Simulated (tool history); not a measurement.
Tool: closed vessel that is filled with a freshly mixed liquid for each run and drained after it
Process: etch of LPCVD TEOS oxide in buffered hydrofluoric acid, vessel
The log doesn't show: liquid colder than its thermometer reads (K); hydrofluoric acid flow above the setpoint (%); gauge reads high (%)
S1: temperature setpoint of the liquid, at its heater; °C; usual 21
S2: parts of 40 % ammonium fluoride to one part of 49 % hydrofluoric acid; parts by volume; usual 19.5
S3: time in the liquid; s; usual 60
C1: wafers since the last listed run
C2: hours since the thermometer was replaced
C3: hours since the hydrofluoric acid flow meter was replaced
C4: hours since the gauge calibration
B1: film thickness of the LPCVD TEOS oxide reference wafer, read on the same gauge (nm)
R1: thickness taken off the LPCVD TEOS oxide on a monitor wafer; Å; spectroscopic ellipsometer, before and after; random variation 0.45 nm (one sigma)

run     day    S1    S2  S3    C1      C2      C3     C4     B1      R1
  1       0    21  19.5  60     0  1405.3  1893.1    2.2  29.97     776
  2   0.483    21  19.5  60  1066  1416.9  1904.7   13.8  30.02   767.2
  3   1.029    21  19.5  70  1204    1430  1917.8   26.9  30.01   895.4
  4   1.321    21  19.5  70   643    1437  1924.8   33.9     30   902.6
  5   1.575  23.5  19.5  60   560  1443.1  1930.9     40  29.98     887
  6   1.912  23.5  19.5  60   744  1451.2    1939   48.1  30.03   883.2
  7    2.35  23.5  19.5  60   965  1461.7  1949.5   58.6     30   883.7
  8   2.692    21  19.5  60   753  1469.9  1957.7   66.8  30.02   770.2
  9   3.325    21  19.5  60  1397  1485.1  1972.9     82  29.99   775.1
 10   4.054    21  19.5  60  1608  1502.6  1990.4   99.5  29.99   767.4
 11   4.692    21  19.5  60  1406  1517.9  2005.7  114.8  29.98   766.6
 12   5.179    21  19.5  60  1075  1529.6  2017.4  126.5  29.99     777
 13   5.679    21  19.5  60  1102  1541.6  2029.4  138.5  29.97   782.2
       6.05  -- thermometer replaced
 14   6.975    21  19.5  60  2766    22.2  2060.5  169.6  29.99   779.8
 15   7.558    21    15  50  1286    36.2  2074.5  183.6  30.01   829.5
 16   7.962    24  25.5  40   891    45.9  2084.2  193.3  30.02   499.3
 17   8.733    21  19.5  60  1700    64.4  2102.7  211.8  29.98   776.9
 18   9.317    21  19.5  60  1286    78.4  2116.7  225.8  30.03     774
 19   9.946    21    12  60  1387    93.5  2131.8  240.9  29.98    1237
     10.125  -- hydrofluoric acid flow meter replaced
 20  10.225    24  19.5  60   523   100.2     2.4  247.6  29.99   913.7
 21  10.638    17    16  90   909   110.1    12.3  257.5     30  1129.7
     10.838  -- gauge calibrated
 22  11.104  25.5  19.5  60  1029   121.3    23.5    6.4  29.99     989
 23  11.688    21  19.5  60  1286   135.3    37.5   20.4  29.99   774.5
 24  12.025    19    24  60   744   143.4    45.6   28.5     30   599.6
 25  12.617    21    23  60  1305   157.6    59.8   42.7  29.99   686.6
 26    13.3    21  19.5  60  1507     174    76.2   59.1  29.98   763.1
 27  13.946    17  25.5  60  1424   189.5    91.7   74.6     30   507.3

5 ways to go on from here, each from the tool as it stands after run 27. What would each give?
  A  13.975  22.5  19.5  60  64  190.2  92.4  75.3   ?   ?
  B  13.975  22.5  12.5  70  64  190.2  92.4  75.3   ?   ?
  C  13.975  22.5    13  45  64  190.2  92.4  75.3   ?   ?
  D  13.975    21    22  60  64  190.2  92.4  75.3   ?   ?
  E  13.975  19.5    13  80  64  190.2  92.4  75.3   ?   ?

run  B1      R1
  A  30   837.9
  B  30  1513.9
  C  30   936.5
  D  30   704.1
  E  30  1408.9
Without the tool's hidden state the same runs would have given:
run      R1
  A   837.9
  B  1513.9
  C   936.5
  D   704.1
  E  1408.9
